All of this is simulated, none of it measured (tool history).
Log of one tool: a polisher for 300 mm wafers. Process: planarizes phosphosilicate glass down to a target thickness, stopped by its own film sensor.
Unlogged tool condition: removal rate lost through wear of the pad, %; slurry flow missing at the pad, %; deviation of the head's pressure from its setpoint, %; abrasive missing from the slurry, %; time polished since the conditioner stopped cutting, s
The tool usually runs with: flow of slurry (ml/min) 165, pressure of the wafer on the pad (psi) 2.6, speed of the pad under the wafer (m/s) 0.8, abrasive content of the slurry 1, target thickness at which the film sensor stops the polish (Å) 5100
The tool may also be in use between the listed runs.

run    hour  flow of slurry (ml/min)  pressure of the wafer on the pad (psi)  speed of the pad under the wafer (m/s)  abrasive content of the slurry  target thickness at which the film sensor stops the polish (Å)  wafers since the last listed run  wafers polished on this pad  hours since the slurry nozzle was cleaned  hours since the head pressure was calibrated  hours since the slurry blender was calibrated  hours since the conditioning disc was replaced  incoming thickness of the incoming film, nm  time until the film sensor stopped the polish (s)
  1       0                      165                                     2.6                                     0.8                               1                                                            4750                                 0                         1008                                      272.8                                         231.9                                          325.6                                             146                                        969.4                                               80.2
  2    46.3                      165                                     2.6                                     0.8                               1                                                            4750                               344                         1352                                      319.1                                         278.2                                          371.9                                           192.3                                        976.1                                               84.2
       69.8  -- slurry blender recalibrated
  3    87.2                      165                                     2.6                                     0.8                            1.15                                                            5100                               289                         1642                                        360                                         319.1                                           17.4                                           233.2                                        978.5                                               73.3
  4   154.5                      165                                     2.6                                     0.8                            1.15                                                            5100                               500                         2142                                      427.3                                         386.4                                           84.7                                           300.5                                        971.9                                               73.8
  5   212.5                      165                                     2.6                                     0.8                               1                                                            5100                               431                         2574                                      485.3                                         444.4                                          142.7                                           358.5                                        963.8                                               78.8
  6   268.4                      165                                     2.6                                     0.8                               1                                                            4000                               415                         2990                                      541.2                                         500.3                                          198.6                                           414.4                                        970.4                                               98.3
        291  -- conditioning disc replaced and pad reconditioned
      316.9  -- worn pad replaced by a new one
  7   337.6                      205                                     2.6                                    1.04                             1.1                                                            6540                               470                          153                                      610.4                                         569.5                                          267.8                                            46.6                                        965.9                                               40.1
  8     396                      165                                     2.6                                     0.8                               1                                                            5100                               434                          588                                      668.8                                         627.9                                          326.2                                             105                                        966.2                                                 73
      427.3  -- head pressure recalibrated
      431.8  -- slurry blender recalibrated
  9     442                      165                                     3.4                                     0.8                             1.3                                                            5100                               312                          900                                      714.8                                          14.7                                           10.2                                             151                                        970.3                                               52.6
 10   474.9                      140                                     2.9                                     0.6                               1                                                            5100                               244                         1145                                      747.7                                          47.6                                           43.1                                           183.9                                        985.1                                               85.5
 11   532.7                      165                                     2.6                                    0.72                               1                                                            5100                               430                         1575                                      805.5                                         105.4                                          100.9                                           241.7                                        957.5                                               77.1
      535.7  -- slurry nozzle cleaned
 12   594.4                      215                                     2.6                                    0.88                               1                                                            5100                               451                         2027                                       58.7                                         167.1                                          162.6                                           303.4                                        961.9                                               70.2
 13   645.3                      165                                     3.1                                     0.8                               1                                                            6360                               378                         2406                                      109.6                                           218                                          213.5                                           354.3                                        987.9                                               51.9
      677.3  -- worn pad replaced by a new one
 14   687.8                      145                                     2.6                                     0.8                               1                                                            5100                               286                           78                                      152.1                                         260.5                                            256                                           396.8                                        970.4                                               83.4
        724  -- conditioning disc replaced and pad reconditioned
 15   737.6                      165                                     2.6                                     0.8                               1                                                            5100                               355                          433                                      201.9                                         310.3                                          305.8                                            13.6                                        956.5                                               72.4
 16   773.7                      165                                     2.6                                     0.8                               1                                                            5100                               268                          702                                        238                                         346.4                                          341.9                                            49.7                                        968.2                                               74.9
      816.5  -- slurry blender recalibrated
 17   844.3                      105                                     2.6                                    0.88                             1.3                                                            6370                               510                         1212                                      308.6                                           417                                           27.8                                           120.3                                        971.3                                               48.1
 18   895.4                      185                                     2.6                                     0.8                               1                                                            5100                               380                         1593                                      359.7                                         468.1                                           78.9                                           171.4                                        957.8                                               71.8
 19   961.6                      195                                     2.8                                    0.62                            0.85                                                            5100                               492                         2085                                      425.9                                         534.3                                          145.1                                           237.6                                        977.2                                               89.3
 20   988.2                      145                                     2.4                                    0.68                               1                                                            4120                               197                         2283                                      452.5                                         560.9                                          171.7                                           264.2                                        971.1                                              110.8
 21    1033                      165                                       3                                    0.54                               1                                                            6340                               333                         2617                                      497.3                                         605.7                                          216.5                                             309                                        964.8                                               60.3
 22  1061.1                      165                                     2.6                                     0.8                               1                                                            5100                               209                         2826                                      525.4                                         633.8                                          244.6                                           337.1                                        971.6                                               80.6
       1109  -- worn pad replaced by a new one
     1122.7  -- head pressure recalibrated
 23  1125.1                      165                                     2.6                                     0.8                             0.7                                                            5100                               431                          104                                      589.4                                           2.4                                          308.6                                           401.1                                          955                                               96.5
     1144.5  -- conditioning disc replaced and pad reconditioned
     1158.6  -- slurry blender recalibrated
     1178.6  -- slurry nozzle cleaned
 24  1179.1                      165                                     2.1                                     0.8                               1                                                            5670                               364                          469                                        0.5                                          56.4                                           20.5                                            34.6                                        959.8                                               74.6

Consider 5 possible next runs. They are alternatives, not a sequence: every one starts from the tool as it was left by run 24. What does each give?
  A  1179.5                      165                                     2.6                                     0.8                               1                                                            5100                                 2                          472                                        0.9                                          56.8                                           20.9                                              35                                          975                                                  ?
  B  1179.5                      165                                     3.2                                     0.8                               1                                                            4040                                 2                          472                                        0.9                                          56.8                                           20.9                                              35                                          975                                                  ?
  C  1179.5                      165                                     2.9                                     0.8                               1                                                            5100                                 2                          472                                        0.9                                          56.8                                           20.9                                              35                                          975                                                  ?
  D  1179.5                      225                                     2.6                                    0.96                            0.75                                                            5100                                 2                          472                                        0.9                                          56.8                                           20.9                                              35                                          975                                                  ?
  E  1179.5                      165                                     2.9                                    1.02                            0.75                                                            5100                                 2                          472                                        0.9                                          56.8                                           20.9                                              35                                          975                                                  ?

run  time until the film sensor stopped the polish (s)
  A                                               74.6
  B                                                 77
  C                                               68.1
  D                                               76.1
  E                                               69.6
With no hidden state in the tool, these same runs would have given:
run  time until the film sensor stopped the polish (s)
  A                                               74.1
  B                                               76.4
  C                                               67.6
  D                                               75.6
  E                                                 69
